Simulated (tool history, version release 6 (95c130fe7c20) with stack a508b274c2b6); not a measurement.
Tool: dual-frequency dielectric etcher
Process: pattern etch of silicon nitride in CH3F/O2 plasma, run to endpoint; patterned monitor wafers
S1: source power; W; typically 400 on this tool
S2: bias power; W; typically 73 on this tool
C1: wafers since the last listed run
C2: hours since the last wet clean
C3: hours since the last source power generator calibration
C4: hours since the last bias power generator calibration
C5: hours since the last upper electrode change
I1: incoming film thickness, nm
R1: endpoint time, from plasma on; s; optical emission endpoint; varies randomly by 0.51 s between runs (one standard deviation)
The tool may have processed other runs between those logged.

run 1 hour=0 | S1=400 S2=73 | C1=0 C2=55.8 C3=4517.8 C4=1735.9 C5=2651.3 | I1=81.5 | R1=99.4
run 2 hour=78.4 | S1=400 S2=73 | C1=392 C2=134.2 C3=4596.2 C4=1814.3 C5=2729.7 | I1=81.7 | R1=99.3
run 3 hour=135.6 | S1=400 S2=73 | C1=286 C2=191.4 C3=4653.4 C4=1871.5 C5=2786.9 | I1=81.5 | R1=99.4
run 4 hour=184.2 | S1=450 S2=73 | C1=243 C2=240 C3=4702 C4=1920.1 C5=2835.5 | I1=82.8 | R1=93.9
run 5 hour=240.1 | S1=400 S2=73 | C1=279 C2=295.9 C3=4757.9 C4=1976 C5=2891.4 | I1=82.1 | R1=98.2
run 6 hour=331.3 | S1=400 S2=73 | C1=456 C2=387.1 C3=4849.1 C4=2067.2 C5=2982.6 | I1=81.2 | R1=96.5
-- hour=373.3 source power generator calibrated
-- hour=383.2 wet clean of the chamber
-- hour=430.7 upper electrode replaced
run 7 hour=431.2 | S1=400 S2=73 | C1=310 C2=48 C3=57.9 C4=2167.1 C5=0.5 | I1=81 | R1=101.2
run 8 hour=480.3 | S1=370 S2=73 | C1=245 C2=97.1 C3=107 C4=2216.2 C5=49.6 | I1=82.1 | R1=104.8
run 9 hour=518.7 | S1=440 S2=91 | C1=192 C2=135.5 C3=145.4 C4=2254.6 C5=88 | I1=82.7 | R1=89.9
run 10 hour=610.6 | S1=400 S2=89 | C1=459 C2=227.4 C3=237.3 C4=2346.5 C5=179.9 | I1=82.4 | R1=93.5
run 11 hour=708.2 | S1=400 S2=73 | C1=488 C2=325 C3=334.9 C4=2444.1 C5=277.5 | I1=82.6 | R1=99.3
-- hour=789.1 bias power generator calibrated
run 12 hour=813.2 | S1=400 S2=73 | C1=505 C2=430 C3=439.9 C4=24.1 C5=382.5 | I1=82.3 | R1=98.3
run 13 hour=880 | S1=480 S2=66 | C1=334 C2=496.8 C3=506.7 C4=90.9 C5=449.3 | I1=82.3 | R1=93.6
-- hour=916.6 wet clean of the chamber
run 14 hour=934.9 | S1=430 S2=81 | C1=154 C2=18.3 C3=561.6 C4=145.8 C5=504.2 | I1=81.8 | R1=93.5
run 15 hour=1039.6 | S1=330 S2=64 | C1=523 C2=123 C3=666.3 C4=250.5 C5=608.9 | I1=81.4 | R1=113.7
run 16 hour=1103.5 | S1=400 S2=73 | C1=319 C2=186.9 C3=730.2 C4=314.4 C5=672.8 | I1=82.8 | R1=99.7
run 17 hour=1157.3 | S1=350 S2=68 | C1=269 C2=240.7 C3=784 C4=368.2 C5=726.6 | I1=82.4 | R1=108.7

For each entry between runs, how does the tool's hidden state at the last listed run before it compare with that at the first listed run after it?
Runs 6 to 7: source power generator calibrated (hour 373.3); wet clean of the chamber (hour 383.2); upper electrode replaced (hour 430.7)
  etch rate over this chamber's usual, %: 3.94 -> -0.238
  measured less the result without the state, R1: -3.8 -> +0.3 s
Runs 11 to 12: bias power generator calibrated (hour 789.1)
  etch rate over this chamber's usual, %: 2.37 -> 3.36
  measured less the result without the state, R1: -2.3 -> -3.3 s
Runs 13 to 14: wet clean of the chamber (hour 916.6)
  etch rate over this chamber's usual, %: 3.99 -> 0.76
  measured less the result without the state, R1: -3.7 -> -0.7 s

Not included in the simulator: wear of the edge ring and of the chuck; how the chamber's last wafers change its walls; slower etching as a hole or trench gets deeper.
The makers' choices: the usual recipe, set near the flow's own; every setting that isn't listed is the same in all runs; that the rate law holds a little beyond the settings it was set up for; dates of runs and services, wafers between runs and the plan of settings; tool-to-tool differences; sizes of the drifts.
